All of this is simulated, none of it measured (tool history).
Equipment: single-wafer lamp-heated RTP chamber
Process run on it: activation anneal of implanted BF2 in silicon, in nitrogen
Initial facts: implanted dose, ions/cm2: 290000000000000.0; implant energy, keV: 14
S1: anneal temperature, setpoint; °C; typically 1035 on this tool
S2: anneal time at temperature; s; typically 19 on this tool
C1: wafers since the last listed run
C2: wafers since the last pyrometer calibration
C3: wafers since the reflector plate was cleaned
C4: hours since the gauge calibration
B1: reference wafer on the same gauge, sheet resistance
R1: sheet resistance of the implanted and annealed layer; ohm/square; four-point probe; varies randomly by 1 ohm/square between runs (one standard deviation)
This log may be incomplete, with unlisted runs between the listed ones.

run   hour    S1  S2   C1    C2    C3     C4      B1      R1
  1    0.0  1035  22    0  4183  4183   17.7  422.03  372.41
  2   24.1  1035  22  317  4500  4500   41.8  422.02  371.91
  3   51.7  1035  22  363  4863  4863   69.4  422.03  374.22
  4   73.3  1035  25  284  5147  5147   91.0  422.15  370.00
  5   95.1  1035  25  286  5434  5434  112.8  421.84  369.95
  6  117.8  1035  25  298  5733  5733  135.5  422.14  371.03
  7  146.6  1042  19  378  6112  6112  164.3  421.83  370.17
     163.4  -- reflector plate cleaned
  8  171.5  1042  19  222  6334   106  189.2  422.01  373.00
  9  188.3  1042  19  221  6555   327  206.0  421.92  373.64
 10  212.9  1013  26  323  6879   650  230.6  422.09  374.68
 11  241.5  1062  11  376  7255  1027  259.2  422.19  371.84
 12  274.3  1053  26  431  7686  1458  292.0  421.94  363.20
 13  295.9  1062  11  284  7970  1742  313.6  422.32  371.95
     316.3  -- pyrometer window cleaned and pyrometer calibrated
 14  321.6  1057  26  232    69  1975  339.3  422.03  363.03
     323.6  -- gauge calibrated
 15  347.2  1015  19  336   406  2312   23.6  422.07  377.47
 16  375.6  1011  19  373   780  2686   52.0  421.95  376.80
 17  391.6  1035  25  210   990  2896   68.0  421.84  367.83
 18  417.4  1035  19  339  1330  3235   93.8  422.31  373.69
 19  441.6  1026  30  318  1648  3554  118.0  422.07  369.77

Predict each of these 4 candidate next runs independently; none follows another, all start after run 19:
  A  442.0  1035  19   5  1653  3559  118.4   ?   ?
  B  442.0  1035  11   5  1653  3559  118.4   ?   ?
  C  442.0  1023  19   5  1653  3559  118.4   ?   ?
  D  442.0  1012  28   5  1653  3559  118.4   ?   ?

run      B1      R1
  A  421.77  372.31
  B  421.77  377.53
  C  421.77  374.84
  D  421.77  373.19
The same runs, with their run-to-run variation unchanged, on a tool lacking any hidden condition would have given:
run      R1
  A  372.31
  B  377.53
  C  374.84
  D  373.19

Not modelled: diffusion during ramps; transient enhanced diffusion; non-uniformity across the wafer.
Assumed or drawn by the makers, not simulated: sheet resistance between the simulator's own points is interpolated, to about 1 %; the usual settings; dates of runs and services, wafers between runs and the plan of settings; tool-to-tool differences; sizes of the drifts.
